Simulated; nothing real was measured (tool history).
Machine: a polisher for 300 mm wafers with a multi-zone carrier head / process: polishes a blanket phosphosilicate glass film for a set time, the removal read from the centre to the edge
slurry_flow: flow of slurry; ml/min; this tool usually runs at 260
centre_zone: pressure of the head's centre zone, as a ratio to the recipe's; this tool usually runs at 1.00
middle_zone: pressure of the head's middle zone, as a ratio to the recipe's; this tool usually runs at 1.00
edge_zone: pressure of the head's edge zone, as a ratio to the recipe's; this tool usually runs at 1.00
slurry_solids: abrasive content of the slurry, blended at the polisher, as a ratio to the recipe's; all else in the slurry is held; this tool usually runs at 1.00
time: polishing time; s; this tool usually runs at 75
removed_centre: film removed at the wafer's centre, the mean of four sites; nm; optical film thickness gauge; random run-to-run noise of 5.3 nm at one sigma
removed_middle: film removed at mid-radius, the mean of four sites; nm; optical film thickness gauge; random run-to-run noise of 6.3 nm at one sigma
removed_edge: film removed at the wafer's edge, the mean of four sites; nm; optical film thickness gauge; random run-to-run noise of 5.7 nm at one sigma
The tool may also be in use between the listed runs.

run,hour,slurry_flow,centre_zone,middle_zone,edge_zone,slurry_solids,time,"incoming thickness of the incoming film, nm",removed_centre,removed_middle,removed_edge
1,0.0,260,1.00,1.00,1.00,1.00,75,3286.4,459.0,543.4,535.3
2,95.1,260,1.05,0.94,1.00,1.00,62,3283.6,396.8,428.0,443.0
# hour 170.8: edge zone pressure recalibrated
3,195.4,260,1.00,1.00,1.00,1.10,75,3301.2,472.8,572.0,561.5
4,274.6,260,1.07,1.00,0.90,1.00,85,3268.0,548.5,620.0,581.3
5,461.3,295,0.92,1.00,1.00,1.20,93,3285.9,577.9,745.0,731.3
# hour 476.9: centre zone pressure recalibrated, repeated, since the last time left the tool worse
# hour 618.6: worn pad replaced by a new one
# hour 737.5: carrier head's membrane replaced by a new one
6,739.4,260,1.00,1.00,1.00,1.00,75,3307.3,528.1,546.2,525.9
# hour 783.5: slurry nozzle cleaned
7,798.0,260,1.00,1.00,1.00,1.00,98,3241.7,690.7,711.9,693.3
8,898.5,260,1.06,1.00,1.00,1.00,96,3251.7,725.8,698.3,679.1
# hour 973.7: edge zone pressure recalibrated
9,977.3,260,1.07,1.00,1.00,0.85,86,3219.9,612.5,580.4,570.0
10,1038.1,260,1.00,1.00,1.04,1.00,75,3214.8,544.9,546.1,545.7
11,1097.4,260,1.00,1.00,1.00,1.00,75,3242.1,540.4,561.9,539.7
12,1140.0,260,1.00,1.00,1.00,1.30,75,3266.1,611.1,609.8,593.0
13,1225.4,260,1.00,1.00,0.96,1.00,57,3268.7,409.3,415.2,407.7
14,1264.2,235,1.00,1.00,1.00,1.00,75,3228.2,540.8,539.2,525.9
15,1309.1,260,1.00,1.00,0.88,0.75,75,3250.0,486.3,480.1,453.0
# hour 1384.1: worn pad replaced by a new one
16,1393.5,260,1.00,1.00,0.97,0.85,75,3250.1,510.1,503.3,497.5
17,1518.1,260,1.00,1.00,0.92,1.00,75,3301.1,550.4,553.2,530.7
18,1608.9,260,1.00,1.00,1.00,1.00,55,3254.1,417.8,407.0,395.7
# hour 1667.1: slurry nozzle cleaned
19,1699.4,300,1.00,1.00,1.00,0.85,91,3243.3,654.1,635.9,621.4
# hour 1728.7: edge zone pressure recalibrated
# hour 1783.2: carrier head's membrane replaced by a new one
20,1787.2,260,0.94,1.00,1.11,1.00,75,3282.6,544.9,559.5,560.3

Each row is a separate what-if for the run after 20, all from the same tool condition, not one after another. Results?
A,1787.6,260,1.00,1.00,1.00,0.85,75,3220.2,?,?,?
B,1787.6,180,1.00,1.00,1.00,1.00,62,3220.2,?,?,?
C,1787.6,195,0.95,1.00,1.00,1.00,75,3220.2,?,?,?
D,1787.6,285,1.00,1.00,1.00,1.00,93,3220.2,?,?,?
E,1787.6,260,1.00,1.00,1.05,1.00,91,3220.2,?,?,?

run,removed_centre,removed_middle,removed_edge
A,543.1,503.4,496.7
B,463.6,431.3,429.3
C,537.5,526.1,522.4
D,729.0,675.1,664.9
E,707.2,655.4,658.4
With the hidden condition removed and each run's random variation left untouched, the same runs would have given:
run,removed_centre,removed_middle,removed_edge
A,511.4,503.5,496.7
B,436.5,431.4,429.3
C,505.9,526.3,522.4
D,686.4,675.3,664.9
E,665.9,655.6,658.4
